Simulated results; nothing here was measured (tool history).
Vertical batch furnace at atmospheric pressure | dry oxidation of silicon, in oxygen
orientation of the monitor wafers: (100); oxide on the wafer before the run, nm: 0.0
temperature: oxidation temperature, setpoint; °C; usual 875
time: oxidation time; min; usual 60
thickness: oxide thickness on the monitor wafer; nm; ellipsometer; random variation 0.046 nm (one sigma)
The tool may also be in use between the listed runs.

| run | day | temperature | time | wafers since the last listed run | hours since the last temperature calibration | hours since the boat lift was adjusted | hours since the gauge calibration | read-back reference wafer on the same gauge, thickness | thickness |
|---|---|---|---|---|---|---|---|---|---|
| 1 | 0 | 875 | 60 | 0 | 3727.1 | 4928.7 | 934.4 | 11.4 | 13.12 |
| 2 | 2.158 | 875 | 60 | 512 | 3778.9 | 4980.5 | 986.2 | 11.41 | 13.1 |
| 3 | 3.521 | 875 | 60 | 323 | 3811.6 | 5013.2 | 1018.9 | 11.4 | 13.06 |
| 4 | 6.079 | 875 | 78 | 607 | 3873 | 5074.6 | 1080.3 | 11.4 | 15.58 |
| 5 | 7.933 | 875 | 78 | 440 | 3917.5 | 5119.1 | 1124.8 | 11.4 | 15.48 |
| 6 | 9.021 | 875 | 60 | 258 | 3943.6 | 5145.2 | 1150.9 | 11.4 | 13.08 |
| 7 | 11.95 | 875 | 60 | 695 | 4013.9 | 5215.5 | 1221.2 | 11.41 | 13 |
| 8 | 14.838 | 875 | 60 | 685 | 4083.2 | 5284.8 | 1290.5 | 11.4 | 13.04 |
|  | 18.079 | gauge calibrated |
|  | 19.233 | thermocouples replaced and temperature profile calibrated |
|  | 19.9 | boat lift adjusted |
| 9 | 22.333 | 875 | 60 | 1383 | 74.4 | 58.4 | 102.1 | 11.41 | 13.71 |
| 10 | 25.15 | 865 | 70 | 668 | 142 | 126 | 169.7 | 11.4 | 13.64 |
| 11 | 26.567 | 892 | 44.5 | 336 | 176 | 160 | 203.7 | 11.41 | 13.45 |
| 12 | 27.908 | 867 | 60 | 318 | 208.2 | 192.2 | 235.9 | 11.4 | 12.57 |
| 13 | 34.779 | 875 | 60 | 1630 | 373.1 | 357.1 | 400.8 | 11.4 | 13.74 |
| 14 | 37.392 | 862 | 60 | 620 | 435.8 | 419.8 | 463.5 | 11.4 | 11.75 |
| 15 | 38.654 | 854 | 79.5 | 299 | 466.1 | 450.1 | 493.8 | 11.39 | 13.13 |
| 16 | 40.508 | 875 | 60 | 440 | 510.6 | 494.6 | 538.3 | 11.39 | 13.62 |
| 17 | 42.804 | 875 | 60 | 544 | 565.7 | 549.7 | 593.4 | 11.4 | 13.68 |
| 18 | 44.192 | 885 | 60 | 329 | 599 | 583 | 626.7 | 11.4 | 15.24 |
| 19 | 46.846 | 891 | 45 | 630 | 662.7 | 646.7 | 690.4 | 11.4 | 13.46 |
| 20 | 49.333 | 875 | 73.5 | 590 | 722.4 | 706.4 | 750.1 | 11.39 | 15.82 |
| 21 | 51.8 | 897 | 60 | 585 | 781.6 | 765.6 | 809.3 | 11.4 | 17.28 |

Forecast each of these 4 alternatives for the next run:
| A | 52.012 | 875 | 60 | 50 | 786.7 | 770.7 | 814.4 | ? | ? |
| B | 52.012 | 860 | 52 | 50 | 786.7 | 770.7 | 814.4 | ? | ? |
| C | 52.012 | 864 | 60 | 50 | 786.7 | 770.7 | 814.4 | ? | ? |
| D | 52.012 | 863 | 46.5 | 50 | 786.7 | 770.7 | 814.4 | ? | ? |

| run | read-back reference wafer on the same gauge, thickness | thickness |
|---|---|---|
| A | 11.4 | 13.65 |
| B | 11.4 | 10.41 |
| C | 11.4 | 12.05 |
| D | 11.4 | 9.96 |
Without the tool's hidden state the same runs would have given:
| run | thickness |
|---|---|
| A | 13.76 |
| B | 10.49 |
| C | 12.15 |
| D | 10.04 |

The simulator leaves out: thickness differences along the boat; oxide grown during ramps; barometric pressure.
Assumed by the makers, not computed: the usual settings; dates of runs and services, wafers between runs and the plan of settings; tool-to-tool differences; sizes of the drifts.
